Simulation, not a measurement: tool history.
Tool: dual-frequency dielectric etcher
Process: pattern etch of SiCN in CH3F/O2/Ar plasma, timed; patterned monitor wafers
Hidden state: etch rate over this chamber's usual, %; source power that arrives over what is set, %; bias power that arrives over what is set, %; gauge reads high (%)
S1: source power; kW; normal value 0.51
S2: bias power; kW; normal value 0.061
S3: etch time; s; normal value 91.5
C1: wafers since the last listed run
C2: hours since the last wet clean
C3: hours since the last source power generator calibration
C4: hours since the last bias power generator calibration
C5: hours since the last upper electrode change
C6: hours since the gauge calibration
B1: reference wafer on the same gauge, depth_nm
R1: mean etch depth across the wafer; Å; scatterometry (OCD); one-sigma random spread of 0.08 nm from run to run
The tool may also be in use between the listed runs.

{"run": 1, "day": 0.0, "S1": 0.51, "S2": 0.061, "S3": 85.5, "C1": 0, "C2": 93.7, "C3": 3597.7, "C4": 4473.7, "C5": 2172.6, "C6": 1340.2, "B1": 35.15, "R1": 365.4}
{"run": 2, "day": 3.946, "S1": 0.51, "S2": 0.061, "S3": 85.5, "C1": 1183, "C2": 188.4, "C3": 3692.4, "C4": 4568.4, "C5": 2267.3, "C6": 1434.9, "B1": 35.16, "R1": 365.8}
{"run": 3, "day": 5.671, "S1": 0.51, "S2": 0.061, "S3": 91.5, "C1": 517, "C2": 229.8, "C3": 3733.8, "C4": 4609.8, "C5": 2308.7, "C6": 1476.3, "B1": 35.13, "R1": 389.8}
{"run": 4, "day": 8.692, "S1": 0.51, "S2": 0.061, "S3": 91.5, "C1": 905, "C2": 302.3, "C3": 3806.3, "C4": 4682.3, "C5": 2381.2, "C6": 1548.8, "B1": 35.12, "R1": 391.7}
{"run": 5, "day": 11.742, "S1": 0.51, "S2": 0.061, "S3": 91.5, "C1": 914, "C2": 375.5, "C3": 3879.5, "C4": 4755.5, "C5": 2454.4, "C6": 1622, "B1": 35.16, "R1": 390.9}
{"run": 6, "day": 13.892, "S1": 0.56, "S2": 0.061, "S3": 91.5, "C1": 644, "C2": 427.1, "C3": 3931.1, "C4": 4807.1, "C5": 2506, "C6": 1673.6, "B1": 35.11, "R1": 410.6}
{"run": 7, "day": 15.675, "S1": 0.56, "S2": 0.061, "S3": 91.5, "C1": 534, "C2": 469.9, "C3": 3973.9, "C4": 4849.9, "C5": 2548.8, "C6": 1716.4, "B1": 35.15, "R1": 409.4}
{"day": 17.692, "done": "wet clean of the chamber"}
{"run": 8, "day": 20.162, "S1": 0.51, "S2": 0.061, "S3": 91.5, "C1": 1045, "C2": 59.3, "C3": 4081.6, "C4": 4957.6, "C5": 2656.5, "C6": 1824.1, "B1": 35.08, "R1": 391.1}
{"run": 9, "day": 22.375, "S1": 0.51, "S2": 0.061, "S3": 91.5, "C1": 663, "C2": 112.4, "C3": 4134.7, "C4": 5010.7, "C5": 2709.6, "C6": 1877.2, "B1": 35.09, "R1": 390}
{"run": 10, "day": 26.588, "S1": 0.51, "S2": 0.061, "S3": 91.5, "C1": 1263, "C2": 213.5, "C3": 4235.8, "C4": 5111.8, "C5": 2810.7, "C6": 1978.3, "B1": 35.04, "R1": 390.1}
{"run": 11, "day": 30.779, "S1": 0.51, "S2": 0.061, "S3": 91.5, "C1": 1256, "C2": 314.1, "C3": 4336.4, "C4": 5212.4, "C5": 2911.3, "C6": 2078.9, "B1": 35.01, "R1": 390.9}
{"day": 30.967, "done": "bias power generator calibrated"}
{"run": 12, "day": 32.533, "S1": 0.57, "S2": 0.061, "S3": 91.5, "C1": 475, "C2": 356.2, "C3": 4378.5, "C4": 37.6, "C5": 2953.4, "C6": 2121, "B1": 35.03, "R1": 412.8}
{"day": 35.312, "done": "source power generator calibrated"}
{"run": 13, "day": 36.075, "S1": 0.51, "S2": 0.061, "S3": 102.5, "C1": 1011, "C2": 441.2, "C3": 18.3, "C4": 122.6, "C5": 3038.4, "C6": 2206, "B1": 35.01, "R1": 437}
{"run": 14, "day": 39.3, "S1": 0.51, "S2": 0.061, "S3": 91.5, "C1": 966, "C2": 518.6, "C3": 95.7, "C4": 200, "C5": 3115.8, "C6": 2283.4, "B1": 34.98, "R1": 389.3}
{"day": 43.783, "done": "wet clean of the chamber"}
{"run": 15, "day": 43.804, "S1": 0.51, "S2": 0.061, "S3": 91.5, "C1": 1050, "C2": 0.5, "C3": 203.8, "C4": 308.1, "C5": 3223.9, "C6": 2391.5, "B1": 34.95, "R1": 389.4}
{"run": 16, "day": 44.967, "S1": 0.46, "S2": 0.054, "S3": 115, "C1": 348, "C2": 28.4, "C3": 231.7, "C4": 336, "C5": 3251.8, "C6": 2419.4, "B1": 34.94, "R1": 436.7}
{"run": 17, "day": 47.829, "S1": 0.41, "S2": 0.046, "S3": 75.5, "C1": 858, "C2": 97.1, "C3": 300.4, "C4": 404.7, "C5": 3320.5, "C6": 2488.1, "B1": 34.91, "R1": 245.1}
{"run": 18, "day": 49.362, "S1": 0.51, "S2": 0.061, "S3": 85.5, "C1": 459, "C2": 133.9, "C3": 337.2, "C4": 441.5, "C5": 3357.3, "C6": 2524.9, "B1": 34.91, "R1": 362.6}
{"day": 51.529, "done": "gauge calibrated"}
{"run": 19, "day": 51.725, "S1": 0.51, "S2": 0.061, "S3": 91.5, "C1": 708, "C2": 190.6, "C3": 393.9, "C4": 498.2, "C5": 3414, "C6": 4.7, "B1": 35.36, "R1": 394.1}
{"run": 20, "day": 60.138, "S1": 0.51, "S2": 0.061, "S3": 91.5, "C1": 2522, "C2": 392.5, "C3": 595.8, "C4": 700.1, "C5": 3615.9, "C6": 206.6, "B1": 35.37, "R1": 393.9}
{"run": 21, "day": 63.712, "S1": 0.63, "S2": 0.068, "S3": 77, "C1": 1071, "C2": 478.3, "C3": 681.6, "C4": 785.9, "C5": 3701.7, "C6": 292.4, "B1": 35.4, "R1": 388.9}
{"day": 66.308, "done": "wet clean of the chamber"}
{"run": 22, "day": 66.846, "S1": 0.51, "S2": 0.056, "S3": 109.5, "C1": 639, "C2": 12.9, "C3": 756.8, "C4": 861.1, "C5": 3776.9, "C6": 367.6, "B1": 35.35, "R1": 453}
{"run": 23, "day": 71.388, "S1": 0.51, "S2": 0.061, "S3": 91.5, "C1": 1361, "C2": 121.9, "C3": 865.8, "C4": 970.1, "C5": 3885.9, "C6": 476.6, "B1": 35.34, "R1": 392.9}
{"day": 73.633, "done": "upper electrode replaced"}
{"run": 24, "day": 73.654, "S1": 0.41, "S2": 0.068, "S3": 113, "C1": 379, "C2": 176.3, "C3": 920.2, "C4": 1024.5, "C5": 0.5, "C6": 531, "B1": 35.33, "R1": 452.1}
{"run": 25, "day": 77.708, "S1": 0.51, "S2": 0.061, "S3": 91.5, "C1": 1215, "C2": 273.6, "C3": 1017.5, "C4": 1121.8, "C5": 97.8, "C6": 628.3, "B1": 35.33, "R1": 394}
{"run": 26, "day": 81.821, "S1": 0.51, "S2": 0.053, "S3": 91.5, "C1": 1233, "C2": 372.3, "C3": 1116.2, "C4": 1220.5, "C5": 196.5, "C6": 727, "B1": 35.33, "R1": 367.1}
{"run": 27, "day": 83.6, "S1": 0.51, "S2": 0.061, "S3": 72.5, "C1": 533, "C2": 415, "C3": 1158.9, "C4": 1263.2, "C5": 239.2, "C6": 769.7, "B1": 35.34, "R1": 312.7}
{"day": 89.783, "done": "wet clean of the chamber"}
{"run": 28, "day": 92.688, "S1": 0.48, "S2": 0.053, "S3": 116.5, "C1": 2424, "C2": 69.7, "C3": 1377, "C4": 1481.3, "C5": 457.3, "C6": 987.8, "B1": 35.31, "R1": 450}
{"run": 29, "day": 95.529, "S1": 0.45, "S2": 0.061, "S3": 67.5, "C1": 852, "C2": 137.9, "C3": 1445.2, "C4": 1549.5, "C5": 525.5, "C6": 1056, "B1": 35.3, "R1": 270.9}
{"run": 30, "day": 99.375, "S1": 0.51, "S2": 0.061, "S3": 91.5, "C1": 1153, "C2": 230.2, "C3": 1537.5, "C4": 1641.8, "C5": 617.8, "C6": 1148.3, "B1": 35.29, "R1": 392.4}

Measured result minus the same run's result without the hidden state. Both carry the same run-to-run variation, though not necessarily the same gauge scatter:
run=1 R1=-1.2
run=2 R1=-1.4
run=3 R1=-1.6
run=4 R1=-1.7
run=5 R1=-1.9
run=6 R1=-2.1
run=7 R1=-2.2
run=8 R1=-2.4
run=9 R1=-2.5
run=10 R1=-2.7
run=11 R1=-3.1
run=12 R1=-3.3
run=13 R1=-3.8
run=14 R1=-3.6
run=15 R1=-3.9
run=16 R1=-4.6
run=17 R1=-2.7
run=18 R1=-4.1
run=19 R1=+0.7
run=20 R1=+0.7
run=21 R1=+0.6
run=22 R1=+0.7
run=23 R1=+0.6
run=24 R1=+0.6
run=25 R1=+0.4
run=26 R1=+0.4
run=27 R1=+0.3
run=28 R1=+0.1
run=29 R1=+0
run=30 R1=-0.2
